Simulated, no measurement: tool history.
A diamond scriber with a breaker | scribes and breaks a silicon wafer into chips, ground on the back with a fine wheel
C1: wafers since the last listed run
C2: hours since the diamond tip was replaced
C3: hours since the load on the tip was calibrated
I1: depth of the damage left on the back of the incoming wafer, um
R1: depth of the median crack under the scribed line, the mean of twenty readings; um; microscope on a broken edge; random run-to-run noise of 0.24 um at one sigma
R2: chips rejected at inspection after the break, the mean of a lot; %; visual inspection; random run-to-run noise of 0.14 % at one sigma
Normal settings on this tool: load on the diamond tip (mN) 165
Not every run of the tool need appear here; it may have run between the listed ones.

{"run": 1, "hour": 0.0, "load on the diamond tip (mN)": 165, "C1": 0, "C2": 172.1, "C3": 1528.9, "I1": 1.73, "R1": 12.33, "R2": 2.08}
{"run": 2, "hour": 15.3, "load on the diamond tip (mN)": 165, "C1": 23, "C2": 187.4, "C3": 1544.2, "I1": 2.66, "R1": 12.41, "R2": 3.12}
{"run": 3, "hour": 35.9, "load on the diamond tip (mN)": 165, "C1": 31, "C2": 208.0, "C3": 1564.8, "I1": 2.4, "R1": 11.78, "R2": 3.04}
{"run": 4, "hour": 66.2, "load on the diamond tip (mN)": 165, "C1": 46, "C2": 238.3, "C3": 1595.1, "I1": 2.2, "R1": 12.23, "R2": 3.46}
{"run": 5, "hour": 92.9, "load on the diamond tip (mN)": 165, "C1": 41, "C2": 265.0, "C3": 1621.8, "I1": 2.56, "R1": 12.35, "R2": 3.83}
{"run": 6, "hour": 113.3, "load on the diamond tip (mN)": 165, "C1": 31, "C2": 285.4, "C3": 1642.2, "I1": 2.75, "R1": 11.71, "R2": 5.28}
{"run": 7, "hour": 147.9, "load on the diamond tip (mN)": 165, "C1": 53, "C2": 320.0, "C3": 1676.8, "I1": 2.76, "R1": 11.55, "R2": 5.52}
{"hour": 240.2, "done": "load on the tip recalibrated"}
{"run": 8, "hour": 251.9, "load on the diamond tip (mN)": 165, "C1": 158, "C2": 424.0, "C3": 11.7, "I1": 2.64, "R1": 10.25, "R2": 12.09}

What does the tool deliver on the next run?
{"run": 9, "hour": 271.7, "load on the diamond tip (mN)": 125, "C1": 30, "C2": 443.8, "C3": 31.5, "I1": 1.79, "R1": "?", "R2": "?"}

{"run 9": {"R1": 8.66, "R2": 27.64}}
With no hidden state in the tool, this same run would have given R1 11.32 um, R2 5.29 %.
